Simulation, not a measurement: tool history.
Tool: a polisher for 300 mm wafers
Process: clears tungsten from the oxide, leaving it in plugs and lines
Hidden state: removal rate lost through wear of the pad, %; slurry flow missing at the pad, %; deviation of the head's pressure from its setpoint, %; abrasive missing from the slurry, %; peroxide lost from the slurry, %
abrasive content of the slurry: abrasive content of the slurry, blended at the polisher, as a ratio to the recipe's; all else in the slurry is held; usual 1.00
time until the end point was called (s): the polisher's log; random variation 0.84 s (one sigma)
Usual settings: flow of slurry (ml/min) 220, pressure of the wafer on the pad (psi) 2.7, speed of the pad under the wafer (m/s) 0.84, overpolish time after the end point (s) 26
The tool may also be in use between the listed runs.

run,hour,flow of slurry (ml/min),pressure of the wafer on the pad (psi),speed of the pad under the wafer (m/s),abrasive content of the slurry,overpolish time after the end point (s),wafers since the last listed run,wafers polished on this pad,hours since the slurry nozzle was cleaned,hours since the head pressure was calibrated,hours since the slurry blender was calibrated,hours since the slurry got fresh peroxide,"incoming thickness of the incoming film, nm",time until the end point was called (s)
1,0.0,220,2.7,0.84,1.00,26,0,3257,221.7,20.0,222.5,295.7,197.8,84.8
# hour 31.6: worn pad replaced by a new one
2,85.8,220,2.7,0.84,1.00,26,639,423,307.5,105.8,308.3,381.5,200.9,85.9
# hour 112.0: slurry tank refilled with fresh slurry and peroxide
# hour 179.7: slurry blender recalibrated
3,188.5,220,2.7,0.84,1.00,26,779,1203,410.2,208.5,8.8,76.5,200.4,85.7
# hour 210.2: slurry nozzle cleaned
4,342.5,220,2.7,0.84,1.00,26,1196,2399,132.3,362.5,162.8,230.5,199.2,83.0
5,382.3,220,2.7,0.84,1.00,26,311,2710,172.1,402.3,202.6,270.3,200.2,82.5
6,419.9,220,2.3,0.84,1.00,26,293,3004,209.7,439.9,240.2,307.9,201.4,98.9
# hour 476.4: worn pad replaced by a new one
7,485.3,220,2.7,0.84,1.00,26,479,69,275.1,505.3,305.6,373.3,201.2,83.9
# hour 520.5: slurry tank refilled with fresh slurry and peroxide
8,572.1,220,2.7,0.84,1.00,26,670,740,361.9,592.1,392.4,51.6,199.1,82.2
# hour 629.6: slurry nozzle cleaned
# hour 641.2: slurry blender recalibrated
9,818.9,220,2.7,0.84,1.00,26,1905,2646,189.3,838.9,177.7,298.4,200.4,81.9
# hour 835.8: worn pad replaced by a new one
10,921.0,200,2.7,0.84,1.00,16,766,665,291.4,941.0,279.8,400.5,203.6,84.6
# hour 956.3: slurry tank refilled with fresh slurry and peroxide
# hour 973.1: head pressure recalibrated
# hour 986.5: slurry nozzle cleaned
# hour 1063.4: slurry blender recalibrated
11,1071.7,200,2.7,0.84,1.00,16,1131,1797,85.2,98.6,8.3,115.4,202.8,87.8
12,1142.6,200,2.7,0.84,1.00,16,554,2351,156.1,169.5,79.2,186.3,200.3,86.5
# hour 1249.6: worn pad replaced by a new one
13,1250.1,220,2.7,0.84,1.00,26,809,4,263.6,277.0,186.7,293.8,197.7,82.8
14,1288.2,220,2.2,1.00,1.00,26,297,302,301.7,315.1,224.8,331.9,199.8,91.8
# hour 1313.8: slurry tank refilled with fresh slurry and peroxide
15,1326.0,190,2.0,1.08,1.15,26,287,589,339.5,352.9,262.6,12.2,199.1,93.6
# hour 1348.8: slurry nozzle cleaned
16,1401.5,260,2.7,0.72,0.85,26,582,1172,52.7,428.4,338.1,87.7,202.1,95.9
# hour 1418.3: slurry blender recalibrated
17,1474.6,220,3.2,1.14,1.00,26,555,1727,125.8,501.5,56.3,160.8,198.4,56.4
18,1554.9,220,3.6,0.84,1.00,34,627,2355,206.1,581.8,136.6,241.1,203.0,63.1
# hour 1608.2: worn pad replaced by a new one
19,1608.7,220,2.7,0.84,1.00,26,389,3,259.9,635.6,190.4,294.9,202.4,83.6
# hour 1751.4: slurry nozzle cleaned
# hour 1771.6: slurry tank refilled with fresh slurry and peroxide
20,1799.6,170,2.7,0.84,1.00,26,1476,1480,48.2,826.5,381.3,28.0,196.6,84.4
# hour 1873.7: slurry blender recalibrated
21,1898.2,220,2.2,0.84,1.00,26,755,2235,146.8,925.1,24.5,126.6,199.0,101.2
22,1941.8,275,2.7,1.08,1.00,34,340,2576,190.4,968.7,68.1,170.2,197.2,66.8
23,2012.7,150,2.7,0.84,1.00,19,554,3130,261.3,1039.6,139.0,241.1,199.8,86.9
# hour 2020.1: worn pad replaced by a new one
24,2077.2,220,2.2,0.68,1.00,20,472,446,325.8,1104.1,203.5,305.6,195.3,109.4

Forecast each of these 3 alternatives for the next run:
A,2077.7,220,2.7,0.84,1.00,26,3,450,326.3,1104.6,204.0,306.1,198.0,?
B,2077.7,220,2.7,1.14,1.25,26,3,450,326.3,1104.6,204.0,306.1,198.0,?
C,2077.7,220,3.3,0.74,1.00,12,3,450,326.3,1104.6,204.0,306.1,198.0,?

run,time until the end point was called (s)
A,82.1
B,63.0
C,72.4
Without the tool's hidden state the same runs would have given:
run,time until the end point was called (s)
A,86.3
B,66.3
C,76.2
